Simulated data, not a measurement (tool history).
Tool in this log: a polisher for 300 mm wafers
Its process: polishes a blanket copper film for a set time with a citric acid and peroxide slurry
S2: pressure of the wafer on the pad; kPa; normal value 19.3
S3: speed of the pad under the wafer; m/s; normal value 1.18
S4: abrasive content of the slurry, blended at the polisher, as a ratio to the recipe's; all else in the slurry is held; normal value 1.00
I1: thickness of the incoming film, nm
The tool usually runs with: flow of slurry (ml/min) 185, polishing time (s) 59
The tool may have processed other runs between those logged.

run 1 hour=0.0 | flow_of_slurry_(ml/min)=185 S2=19.3 S3=1.18 S4=1.00 polishing_time_(s)=64 | I1=660.0 | film_removed_(angstrom)=1319
run 2 hour=29.8 | flow_of_slurry_(ml/min)=185 S2=19.3 S3=1.18 S4=1.00 polishing_time_(s)=64 | I1=667.0 | film_removed_(angstrom)=1308
run 3 hour=82.1 | flow_of_slurry_(ml/min)=185 S2=19.3 S3=1.18 S4=1.00 polishing_time_(s)=64 | I1=663.4 | film_removed_(angstrom)=1239
run 4 hour=129.3 | flow_of_slurry_(ml/min)=185 S2=19.3 S3=1.18 S4=1.00 polishing_time_(s)=75 | I1=678.8 | film_removed_(angstrom)=1463
-- hour=188.1 worn pad replaced by a new one
run 5 hour=194.7 | flow_of_slurry_(ml/min)=185 S2=19.3 S3=1.18 S4=1.00 polishing_time_(s)=75 | I1=669.6 | film_removed_(angstrom)=1583
run 6 hour=241.5 | flow_of_slurry_(ml/min)=185 S2=19.3 S3=1.18 S4=1.00 polishing_time_(s)=59 | I1=661.9 | film_removed_(angstrom)=1229
run 7 hour=300.2 | flow_of_slurry_(ml/min)=185 S2=19.3 S3=1.18 S4=1.00 polishing_time_(s)=59 | I1=666.9 | film_removed_(angstrom)=1182
run 8 hour=362.4 | flow_of_slurry_(ml/min)=185 S2=19.3 S3=1.18 S4=1.00 polishing_time_(s)=59 | I1=674.5 | film_removed_(angstrom)=1144
run 9 hour=427.5 | flow_of_slurry_(ml/min)=185 S2=19.3 S3=1.18 S4=1.00 polishing_time_(s)=64 | I1=667.5 | film_removed_(angstrom)=1206
run 10 hour=454.8 | flow_of_slurry_(ml/min)=145 S2=19.3 S3=1.18 S4=1.25 polishing_time_(s)=59 | I1=669.1 | film_removed_(angstrom)=1131
-- hour=479.6 slurry blender recalibrated
run 11 hour=506.7 | flow_of_slurry_(ml/min)=155 S2=17.2 S3=1.18 S4=1.25 polishing_time_(s)=68 | I1=664.1 | film_removed_(angstrom)=1346
-- hour=539.7 head pressure recalibrated
run 12 hour=574.7 | flow_of_slurry_(ml/min)=185 S2=13.1 S3=1.18 S4=1.00 polishing_time_(s)=65 | I1=679.2 | film_removed_(angstrom)=1042
run 13 hour=599.8 | flow_of_slurry_(ml/min)=185 S2=19.3 S3=1.18 S4=1.00 polishing_time_(s)=59 | I1=670.5 | film_removed_(angstrom)=1140
run 14 hour=653.1 | flow_of_slurry_(ml/min)=120 S2=19.3 S3=1.18 S4=1.00 polishing_time_(s)=42 | I1=665.7 | film_removed_(angstrom)=774
-- hour=704.7 worn pad replaced by a new one
run 15 hour=719.5 | flow_of_slurry_(ml/min)=185 S2=16.5 S3=1.18 S4=1.00 polishing_time_(s)=59 | I1=668.7 | film_removed_(angstrom)=1111
run 16 hour=764.2 | flow_of_slurry_(ml/min)=185 S2=13.1 S3=1.54 S4=1.00 polishing_time_(s)=47 | I1=660.1 | film_removed_(angstrom)=982
run 17 hour=811.0 | flow_of_slurry_(ml/min)=185 S2=19.3 S3=1.18 S4=1.20 polishing_time_(s)=80 | I1=669.2 | film_removed_(angstrom)=1625
run 18 hour=858.7 | flow_of_slurry_(ml/min)=125 S2=19.3 S3=0.92 S4=1.15 polishing_time_(s)=59 | I1=669.6 | film_removed_(angstrom)=895
-- hour=885.0 slurry nozzle cleaned
run 19 hour=925.6 | flow_of_slurry_(ml/min)=160 S2=19.3 S3=1.44 S4=1.00 polishing_time_(s)=59 | I1=664.8 | film_removed_(angstrom)=1341
-- hour=965.1 slurry blender recalibrated
run 20 hour=978.4 | flow_of_slurry_(ml/min)=185 S2=19.3 S3=1.18 S4=1.00 polishing_time_(s)=44 | I1=672.3 | film_removed_(angstrom)=902
run 21 hour=1028.6 | flow_of_slurry_(ml/min)=200 S2=19.3 S3=1.18 S4=1.00 polishing_time_(s)=59 | I1=662.6 | film_removed_(angstrom)=1219
run 22 hour=1092.4 | flow_of_slurry_(ml/min)=185 S2=19.3 S3=0.90 S4=1.25 polishing_time_(s)=68 | I1=663.9 | film_removed_(angstrom)=1100
run 23 hour=1161.1 | flow_of_slurry_(ml/min)=185 S2=19.3 S3=1.18 S4=1.00 polishing_time_(s)=59 | I1=670.6 | film_removed_(angstrom)=1141
run 24 hour=1187.0 | flow_of_slurry_(ml/min)=185 S2=19.3 S3=1.18 S4=1.30 polishing_time_(s)=46 | I1=661.2 | film_removed_(angstrom)=944
-- hour=1250.3 worn pad replaced by a new one
run 25 hour=1256.7 | flow_of_slurry_(ml/min)=185 S2=24.1 S3=1.18 S4=1.00 polishing_time_(s)=59 | I1=675.2 | film_removed_(angstrom)=1473
run 26 hour=1328.3 | flow_of_slurry_(ml/min)=185 S2=19.3 S3=0.90 S4=1.00 polishing_time_(s)=68 | I1=669.7 | film_removed_(angstrom)=1027
run 27 hour=1382.7 | flow_of_slurry_(ml/min)=185 S2=19.3 S3=1.18 S4=0.80 polishing_time_(s)=59 | I1=672.6 | film_removed_(angstrom)=1085
run 28 hour=1418.5 | flow_of_slurry_(ml/min)=245 S2=19.3 S3=1.18 S4=1.00 polishing_time_(s)=59 | I1=667.5 | film_removed_(angstrom)=1164
run 29 hour=1453.9 | flow_of_slurry_(ml/min)=160 S2=19.3 S3=1.36 S4=1.00 polishing_time_(s)=59 | I1=675.5 | film_removed_(angstrom)=1292
-- hour=1492.3 head pressure recalibrated
run 30 hour=1505.8 | flow_of_slurry_(ml/min)=185 S2=22.8 S3=0.96 S4=1.00 polishing_time_(s)=67 | I1=678.5 | film_removed_(angstrom)=1179

Selected run-to-run steps in film removed (angstrom), each split into two signed amounts: the part the tool would show with no hidden state at all (from settings, incoming material and random variation), and the remainder, which goes to the hidden state together with any gauge scatter not common to the measured and the hidden-state-free results:
What the log doesn't record here: removal rate lost through wear of the pad, %; slurry flow missing at the pad, %; deviation of the head's pressure from its setpoint, %; abrasive missing from the slurry, %.
Run 4 -> 5: worn pad replaced by a new one. film removed (angstrom) +120: hidden state +146, all else -26.
Run 16 -> 17: S2 13.1 -> 19.3, S3 1.54 -> 1.18, S4 1.00 -> 1.20, polishing time (s) 47 -> 80. film removed (angstrom) +643: hidden state -145, all else +788.
Run 17 -> 18: flow of slurry (ml/min) 185 -> 125, S3 1.18 -> 0.92, S4 1.20 -> 1.15, polishing time (s) 80 -> 59. film removed (angstrom) -730: hidden state +110, all else -840.
Run 19 -> 20: flow of slurry (ml/min) 160 -> 185, S3 1.44 -> 1.18, polishing time (s) 59 -> 44, slurry blender recalibrated. film removed (angstrom) -439: hidden state +197, all else -636.
Run 24 -> 25: S2 19.3 -> 24.1, S4 1.30 -> 1.00, polishing time (s) 46 -> 59, worn pad replaced by a new one. film removed (angstrom) +529: hidden state +37, all else +492.

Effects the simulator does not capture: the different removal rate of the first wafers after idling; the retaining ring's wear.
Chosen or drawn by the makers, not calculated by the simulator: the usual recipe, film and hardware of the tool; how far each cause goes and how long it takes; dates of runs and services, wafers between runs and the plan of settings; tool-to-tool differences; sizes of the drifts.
